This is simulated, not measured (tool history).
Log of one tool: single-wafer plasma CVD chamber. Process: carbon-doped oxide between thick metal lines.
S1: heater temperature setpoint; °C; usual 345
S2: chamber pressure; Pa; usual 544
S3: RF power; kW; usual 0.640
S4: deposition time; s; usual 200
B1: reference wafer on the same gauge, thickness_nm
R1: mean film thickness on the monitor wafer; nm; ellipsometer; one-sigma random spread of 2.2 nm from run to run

Run 1, hour 0.0: usual settings; B1 1029.675. Result: R1 1098.089 nm.
Run 2, hour 32.8: usual settings; B1 1029.481. Result: R1 1097.694 nm.
Run 3, hour 67.9: usual settings but S4 192 s; B1 1029.477. Result: R1 1052.657 nm.
Run 4, hour 101.9: usual settings but S4 192 s; B1 1030.135. Result: R1 1053.107 nm.
Run 5, hour 125.3: usual settings but S3 0.565 kW; B1 1029.715. Result: R1 1029.267 nm.
Run 6, hour 140.1: usual settings but S3 0.565 kW; B1 1030.047. Result: R1 1030.915 nm.
Run 7, hour 169.6: usual settings but S2 512 Pa; B1 1030.271. Result: R1 1084.525 nm.
Run 8, hour 196.9: usual settings; B1 1029.705. Result: R1 1089.339 nm.
Run 9, hour 220.9: usual settings; B1 1030.201. Result: R1 1092.616 nm.
At hour 234.8: showerhead replaced.
Run 10, hour 243.3: usual settings; B1 1029.958. Result: R1 1089.421 nm.
Run 11, hour 258.0: usual settings; B1 1029.951. Result: R1 1091.488 nm.
Run 12, hour 273.7: usual settings; B1 1029.576. Result: R1 1088.862 nm.
At hour 285.3: gauge calibrated.
Run 13, hour 287.1: usual settings; B1 1030.072. Result: R1 1091.878 nm.
Run 14, hour 302.8: usual settings but S1 350 °C, S2 676 Pa, S3 0.760 kW; B1 1029.898. Result: R1 1212.324 nm.
At hour 321.0: RF generator calibrated.
Run 15, hour 321.5: usual settings but S1 355 °C, S2 443 Pa, S3 0.715 kW, S4 226 s; B1 1029.456. Result: R1 1282.515 nm.
Run 16, hour 355.3: usual settings; B1 1030.088. Result: R1 1126.793 nm.
Run 17, hour 381.4: usual settings but S1 350 °C, S3 0.595 kW; B1 1030.206. Result: R1 1078.641 nm.
At hour 416.1: capacitance manometer re-zeroed and calibrated.
Run 18, hour 416.6: usual settings; B1 1030.034. Result: R1 1137.605 nm.
Run 19, hour 446.2: usual settings but S2 637 Pa; B1 1030.361. Result: R1 1169.263 nm.
At hour 489.6: thermocouple changed; heater temperature recalibrated.
Run 20, hour 498.5: usual settings; B1 1030.028. Result: R1 1137.344 nm.
Run 21, hour 521.9: usual settings but S1 332 °C, S3 0.580 kW; B1 1029.495. Result: R1 1117.789 nm.
Run 22, hour 539.8: usual settings but S1 356 °C, S4 212 s; B1 1029.652. Result: R1 1167.392 nm.
Run 23, hour 561.4: usual settings; B1 1029.893. Result: R1 1131.333 nm.
Run 24, hour 576.0: usual settings; B1 1029.655. Result: R1 1132.448 nm.
At hour 588.0: gauge calibrated.
Run 25, hour 669.0: usual settings but S1 336 °C, S4 219 s; B1 1030.354. Result: R1 1263.783 nm.
Run 26, hour 685.3: usual settings but S1 359 °C, S2 611 Pa, S3 0.590 kW, S4 212 s; B1 1029.942. Result: R1 1134.781 nm.

5 options for the next run, each taken on its own from the tool as it stands now. Forecast them:
Run A, hour 685.8: usual settings; B1 ?. Result: R1 ?.
Run B, hour 685.8: usual settings but S2 409 Pa; B1 ?. Result: R1 ?.
Run C, hour 685.8: usual settings but S2 647 Pa; B1 ?. Result: R1 ?.
Run D, hour 685.8: usual settings but S1 350 °C, S2 484 Pa, S3 0.750 kW; B1 ?. Result: R1 ?.
Run E, hour 685.8: usual settings but S4 168 s; B1 ?. Result: R1 ?.

run        B1        R1
  A  1030.298  1126.327
  B  1030.298  1082.110
  C  1030.298  1161.152
  D  1030.298  1180.206
  E  1030.298   946.601
Without the tool's hidden state the same runs would have given:
run        R1
  A  1151.949
  B  1105.595
  C  1187.685
  D  1205.935
  E   968.135
